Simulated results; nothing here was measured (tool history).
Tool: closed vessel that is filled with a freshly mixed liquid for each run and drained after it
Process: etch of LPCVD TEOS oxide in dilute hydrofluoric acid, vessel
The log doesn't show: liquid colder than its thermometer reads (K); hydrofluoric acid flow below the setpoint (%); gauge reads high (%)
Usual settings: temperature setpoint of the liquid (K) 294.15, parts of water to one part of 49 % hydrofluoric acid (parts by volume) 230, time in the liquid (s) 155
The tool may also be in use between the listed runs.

| run | day | temperature setpoint of the liquid (K) | parts of water to one part of 49 % hydrofluoric acid (parts by volume) | time in the liquid (s) | wafers since the last listed run | hours since the thermometer was replaced | hours since the hydrofluoric acid flow meter was replaced | hours since the gauge calibration | read-back film thickness of the LPCVD TEOS oxide reference wafer, read on the same gauge (nm) | thickness taken off the LPCVD TEOS oxide on a monitor wafer (nm) |
|---|---|---|---|---|---|---|---|---|---|---|
| 1 | 0.000 | 294.15 | 230 | 155 | 0 | 1524.8 | 774.3 | 162.9 | 140.31 | 11.34 |
| 2 | 0.521 | 294.15 | 230 | 155 | 1423 | 1537.3 | 786.8 | 175.4 | 140.36 | 11.23 |
| 3 | 1.529 | 294.15 | 230 | 155 | 2756 | 1561.5 | 811.0 | 199.6 | 140.44 | 11.29 |
|  | 2.112 | thermometer replaced |
| 4 | 2.300 | 294.15 | 230 | 155 | 1993 | 4.5 | 829.5 | 218.1 | 140.50 | 11.23 |
| 5 | 3.646 | 294.15 | 230 | 155 | 3679 | 36.8 | 861.8 | 250.4 | 140.61 | 11.29 |
| 6 | 5.125 | 294.15 | 230 | 155 | 4043 | 72.3 | 897.3 | 285.9 | 140.72 | 11.25 |
| 7 | 5.750 | 294.15 | 230 | 155 | 1708 | 87.3 | 912.3 | 300.9 | 140.75 | 11.28 |
| 8 | 6.317 | 294.15 | 230 | 155 | 1549 | 100.9 | 925.9 | 314.5 | 140.81 | 11.30 |
| 9 | 7.583 | 291.65 | 230 | 155 | 3462 | 131.3 | 956.3 | 344.9 | 140.91 | 10.29 |
| 10 | 8.738 | 290.15 | 200 | 235 | 3155 | 159.0 | 984.0 | 372.6 | 140.97 | 17.52 |
|  | 9.171 | hydrofluoric acid flow meter replaced |
| 11 | 9.754 | 294.15 | 230 | 185 | 2665 | 183.4 | 14.0 | 397.0 | 141.06 | 13.55 |
| 12 | 10.912 | 294.15 | 230 | 155 | 3166 | 211.2 | 41.8 | 424.8 | 141.15 | 11.37 |
| 13 | 13.838 | 294.15 | 230 | 155 | 7995 | 281.4 | 112.0 | 495.0 | 141.36 | 11.42 |
| 14 | 14.492 | 294.15 | 230 | 155 | 1788 | 297.1 | 127.7 | 510.7 | 141.42 | 11.30 |
| 15 | 15.962 | 297.65 | 305 | 155 | 4020 | 332.4 | 163.0 | 546.0 | 141.53 | 9.05 |
|  | 16.038 | gauge calibrated |
| 16 | 16.829 | 294.15 | 230 | 155 | 2369 | 353.2 | 183.8 | 19.0 | 139.73 | 11.15 |
| 17 | 18.042 | 294.15 | 230 | 155 | 3314 | 382.3 | 212.9 | 48.1 | 139.83 | 11.31 |
| 18 | 18.758 | 294.15 | 230 | 100 | 1959 | 399.5 | 230.1 | 65.3 | 139.88 | 7.23 |
| 19 | 19.742 | 294.15 | 230 | 115 | 2688 | 423.1 | 253.7 | 88.9 | 139.96 | 8.33 |
| 20 | 21.071 | 291.15 | 305 | 240 | 3633 | 455.0 | 285.6 | 120.8 | 140.04 | 11.05 |
| 21 | 21.967 | 291.15 | 160 | 195 | 2448 | 476.5 | 307.1 | 142.3 | 140.12 | 19.40 |
| 22 | 23.246 | 294.15 | 230 | 155 | 3496 | 507.2 | 337.8 | 173.0 | 140.23 | 11.26 |
| 23 | 24.733 | 290.15 | 230 | 70 | 4066 | 542.9 | 373.5 | 208.7 | 140.33 | 4.38 |
| 24 | 26.083 | 297.65 | 145 | 65 | 3690 | 575.3 | 405.9 | 241.1 | 140.43 | 9.41 |
| 25 | 27.292 | 294.15 | 230 | 155 | 3303 | 604.3 | 434.9 | 270.1 | 140.52 | 11.32 |
| 26 | 29.508 | 294.15 | 230 | 105 | 6059 | 657.5 | 488.1 | 323.3 | 140.71 | 7.65 |
| 27 | 30.604 | 294.15 | 310 | 155 | 2995 | 683.8 | 514.4 | 349.6 | 140.78 | 7.78 |
| 28 | 31.808 | 294.15 | 230 | 155 | 3291 | 712.7 | 543.3 | 378.5 | 140.87 | 11.27 |
| 29 | 32.912 | 290.65 | 265 | 155 | 3018 | 739.2 | 569.8 | 405.0 | 140.95 | 8.32 |
| 30 | 34.025 | 294.15 | 230 | 155 | 3041 | 765.9 | 596.5 | 431.7 | 141.04 | 11.31 |
| 31 | 35.092 | 297.65 | 200 | 190 | 2915 | 791.5 | 622.1 | 457.3 | 141.12 | 18.74 |
| 32 | 36.379 | 294.15 | 230 | 155 | 3519 | 822.4 | 653.0 | 488.2 | 141.22 | 11.39 |
| 33 | 37.583 | 294.15 | 230 | 155 | 3291 | 851.3 | 681.9 | 517.1 | 141.29 | 11.34 |

Forecast each of these 4 alternatives for the next run:
| A | 37.612 | 294.15 | 230 | 70 | 79 | 852.0 | 682.6 | 517.8 | ? | ? |
| B | 37.612 | 292.65 | 115 | 85 | 79 | 852.0 | 682.6 | 517.8 | ? | ? |
| C | 37.612 | 294.15 | 335 | 85 | 79 | 852.0 | 682.6 | 517.8 | ? | ? |
| D | 37.612 | 296.15 | 230 | 155 | 79 | 852.0 | 682.6 | 517.8 | ? | ? |

| run | read-back film thickness of the LPCVD TEOS oxide reference wafer, read on the same gauge (nm) | thickness taken off the LPCVD TEOS oxide on a monitor wafer (nm) |
|---|---|---|
| A | 141.31 | 5.13 |
| B | 141.31 | 13.20 |
| C | 141.31 | 3.88 |
| D | 141.31 | 12.22 |
Without the tool's hidden state the same runs would have given:
| run | thickness taken off the LPCVD TEOS oxide on a monitor wafer (nm) |
|---|---|
| A | 5.08 |
| B | 13.08 |
| C | 3.84 |
| D | 12.11 |
